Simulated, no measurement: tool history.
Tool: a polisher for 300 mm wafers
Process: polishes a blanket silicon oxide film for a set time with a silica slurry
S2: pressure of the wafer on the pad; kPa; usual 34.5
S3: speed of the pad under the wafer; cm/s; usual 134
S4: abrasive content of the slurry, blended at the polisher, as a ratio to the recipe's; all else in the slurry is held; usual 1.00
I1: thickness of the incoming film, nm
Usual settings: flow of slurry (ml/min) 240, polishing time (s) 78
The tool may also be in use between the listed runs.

Run 1, hour 0.0: usual settings but S4 0.80; I1 1433.4. Result: film removed (angstrom) 2625.
Run 2, hour 9.2: usual settings but S2 40.0 kPa; I1 1426.3. Result: film removed (angstrom) 3653.
Run 3, hour 24.5: usual settings but S2 40.0 kPa; I1 1443.1. Result: film removed (angstrom) 3588.
Run 4, hour 32.0: usual settings but S2 40.0 kPa; I1 1392.4. Result: film removed (angstrom) 3511.
At hour 40.6: worn pad replaced by a new one.
Run 5, hour 44.2: usual settings; I1 1432.9. Result: film removed (angstrom) 3103.
Run 6, hour 54.7: usual settings; I1 1430.4. Result: film removed (angstrom) 3018.
Run 7, hour 61.0: usual settings but S3 112 cm/s; I1 1406.3. Result: film removed (angstrom) 2741.
At hour 66.9: slurry nozzle cleaned.
Run 8, hour 73.9: usual settings; I1 1420.3. Result: film removed (angstrom) 2937.
Run 9, hour 89.8: usual settings; I1 1447.5. Result: film removed (angstrom) 2944.
Run 10, hour 102.0: usual settings; I1 1407.4. Result: film removed (angstrom) 2881.
At hour 115.5: worn pad replaced by a new one.
Run 11, hour 116.0: usual settings but flow of slurry (ml/min) 190, S4 1.30; I1 1398.7. Result: film removed (angstrom) 3288.
At hour 118.4: slurry nozzle cleaned, repeated, since the last time left the tool worse.
Run 12, hour 121.8: usual settings but flow of slurry (ml/min) 200, S2 43.4 kPa, polishing time (s) 52; I1 1401.4. Result: film removed (angstrom) 2575.
Run 13, hour 129.7: usual settings; I1 1398.8. Result: film removed (angstrom) 3150.
At hour 132.2: conditioning disc replaced and pad reconditioned.
Run 14, hour 175.2: usual settings; I1 1407.1. Result: film removed (angstrom) 3122.
At hour 190.0: head pressure recalibrated.
At hour 191.0: worn pad replaced by a new one.
Run 15, hour 191.5: usual settings but S2 29.0 kPa, polishing time (s) 87; I1 1429.9. Result: film removed (angstrom) 3002.
Run 16, hour 201.1: usual settings but flow of slurry (ml/min) 195, S3 156 cm/s; I1 1429.2. Result: film removed (angstrom) 3379.
At hour 203.7: slurry blender recalibrated.
Run 17, hour 216.6: usual settings but S2 42.1 kPa, S3 178 cm/s, S4 1.15; I1 1428.9. Result: film removed (angstrom) 5188.
Run 18, hour 226.3: usual settings but S2 42.1 kPa, S4 1.15; I1 1419.4. Result: film removed (angstrom) 4201.
Run 19, hour 238.8: usual settings but S3 120 cm/s, polishing time (s) 100; I1 1411.3. Result: film removed (angstrom) 3744.
Run 20, hour 252.0: usual settings but S2 42.1 kPa, S3 172 cm/s; I1 1399.0. Result: film removed (angstrom) 4681.
Run 21, hour 262.2: usual settings; I1 1408.2. Result: film removed (angstrom) 3107.
At hour 270.0: worn pad replaced by a new one.
Run 22, hour 279.0: usual settings but flow of slurry (ml/min) 310, S2 30.3 kPa, S3 168 cm/s, S4 1.25; I1 1410.7. Result: film removed (angstrom) 3863.
Run 23, hour 291.6: usual settings but flow of slurry (ml/min) 290, S2 46.2 kPa, polishing time (s) 60; I1 1441.5. Result: film removed (angstrom) 3303.
Run 24, hour 298.8: usual settings but S4 0.85, polishing time (s) 100; I1 1405.7. Result: film removed (angstrom) 3619.
Run 25, hour 315.9: usual settings but S3 154 cm/s, S4 0.75; I1 1400.8. Result: film removed (angstrom) 2865.

Forecast each of these 5 alternatives for the next run:
Run A, hour 316.3: usual settings but polishing time (s) 53; I1 1432.5. Result: film removed (angstrom) ?.
Run B, hour 316.3: usual settings but flow of slurry (ml/min) 315, S2 39.3 kPa, S3 98 cm/s, polishing time (s) 93; I1 1432.5. Result: film removed (angstrom) ?.
Run C, hour 316.3: usual settings but S4 1.15, polishing time (s) 104; I1 1432.5. Result: film removed (angstrom) ?.
Run D, hour 316.3: usual settings but flow of slurry (ml/min) 315, S3 94 cm/s; I1 1432.5. Result: film removed (angstrom) ?.
Run E, hour 316.3: usual settings but S3 108 cm/s, polishing time (s) 105; I1 1432.5. Result: film removed (angstrom) ?.

run  film removed (angstrom)
  A                     2102
  B                     3369
  C                     4462
  D                     2398
  E                     3505
Without the tool's hidden state the same runs would have given:
run  film removed (angstrom)
  A                     2155
  B                     3437
  C                     4575
  D                     2446
  E                     3593
